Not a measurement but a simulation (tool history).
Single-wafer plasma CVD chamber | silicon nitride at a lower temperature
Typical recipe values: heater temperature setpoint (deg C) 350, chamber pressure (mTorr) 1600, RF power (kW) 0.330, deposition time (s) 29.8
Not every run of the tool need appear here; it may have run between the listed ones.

| run | day | heater temperature setpoint (deg C) | chamber pressure (mTorr) | RF power (kW) | deposition time (s) | read-back reference wafer on the same gauge, thickness_nm | mean film thickness on the monitor wafer (nm) |
|---|---|---|---|---|---|---|---|
| 1 | 0.000 | 346 | 1600 | 0.330 | 29.8 | 44.898 | 38.925 |
| 2 | 0.954 | 346 | 1600 | 0.330 | 29.8 | 44.896 | 38.750 |
| 3 | 2.100 | 350 | 1600 | 0.330 | 29.8 | 44.920 | 39.041 |
| 4 | 3.567 | 350 | 1600 | 0.330 | 29.8 | 44.910 | 38.591 |
| 5 | 4.804 | 345 | 1600 | 0.330 | 29.8 | 44.982 | 38.849 |
|  | 8.512 | thermocouple changed; heater temperature recalibrated |
| 6 | 9.221 | 345 | 1600 | 0.330 | 29.8 | 44.918 | 39.176 |
| 7 | 10.275 | 350 | 1600 | 0.330 | 29.8 | 44.863 | 38.691 |
| 8 | 11.025 | 350 | 1400 | 0.330 | 29.8 | 44.913 | 36.812 |
| 9 | 11.575 | 357 | 1960 | 0.330 | 29.8 | 44.994 | 41.515 |
|  | 12.512 | showerhead replaced |
| 10 | 12.533 | 350 | 1600 | 0.330 | 29.8 | 44.923 | 39.216 |
| 11 | 13.279 | 350 | 1600 | 0.330 | 29.8 | 44.859 | 38.996 |
| 12 | 14.458 | 337 | 1880 | 0.265 | 25.3 | 44.900 | 29.789 |
| 13 | 15.108 | 350 | 1470 | 0.330 | 24.9 | 44.962 | 31.659 |
|  | 16.825 | capacitance manometer re-zeroed and calibrated |
| 14 | 16.846 | 350 | 1420 | 0.330 | 29.8 | 44.908 | 37.299 |
| 15 | 17.842 | 342 | 1240 | 0.360 | 32.8 | 44.945 | 41.296 |
| 16 | 19.117 | 350 | 1600 | 0.330 | 29.8 | 44.855 | 38.869 |
| 17 | 20.592 | 350 | 1600 | 0.330 | 29.8 | 44.932 | 39.047 |
| 18 | 21.183 | 350 | 1870 | 0.330 | 29.8 | 44.952 | 41.183 |
| 19 | 22.021 | 350 | 1880 | 0.300 | 29.8 | 44.891 | 38.197 |
| 20 | 22.929 | 350 | 1940 | 0.330 | 25.7 | 44.855 | 35.825 |
| 21 | 23.875 | 350 | 1770 | 0.380 | 24.5 | 44.903 | 36.464 |
| 22 | 24.617 | 350 | 1600 | 0.355 | 24.1 | 44.975 | 32.992 |
| 23 | 25.233 | 356 | 1600 | 0.330 | 29.8 | 44.910 | 38.889 |
| 24 | 26.654 | 335 | 1940 | 0.370 | 26.9 | 44.849 | 40.781 |
| 25 | 27.979 | 337 | 1600 | 0.330 | 32.2 | 44.951 | 42.081 |
| 26 | 29.208 | 350 | 1600 | 0.330 | 29.8 | 44.856 | 38.937 |
| 27 | 29.750 | 350 | 1600 | 0.330 | 25.8 | 44.849 | 33.735 |
|  | 30.150 | gauge calibrated |
| 28 | 30.925 | 337 | 1600 | 0.355 | 26.8 | 44.921 | 36.865 |

Predict each of these 5 candidate next runs independently; none follows another, all start after run 28:
| A | 30.942 | 350 | 1600 | 0.330 | 29.8 | ? | ? |
| B | 30.942 | 360 | 1780 | 0.350 | 29.8 | ? | ? |
| C | 30.942 | 362 | 1830 | 0.330 | 32.1 | ? | ? |
| D | 30.942 | 357 | 1600 | 0.330 | 31.8 | ? | ? |
| E | 30.942 | 359 | 1920 | 0.305 | 33.5 | ? | ? |

| run | read-back reference wafer on the same gauge, thickness_nm | mean film thickness on the monitor wafer (nm) |
|---|---|---|
| A | 44.922 | 38.512 |
| B | 44.922 | 41.376 |
| C | 44.922 | 43.168 |
| D | 44.922 | 40.967 |
| E | 44.922 | 43.307 |
Had the tool no hidden state, the same runs would have come out as:
| run | mean film thickness on the monitor wafer (nm) |
|---|---|
| A | 38.512 |
| B | 41.376 |
| C | 43.168 |
| D | 40.967 |
| E | 43.307 |
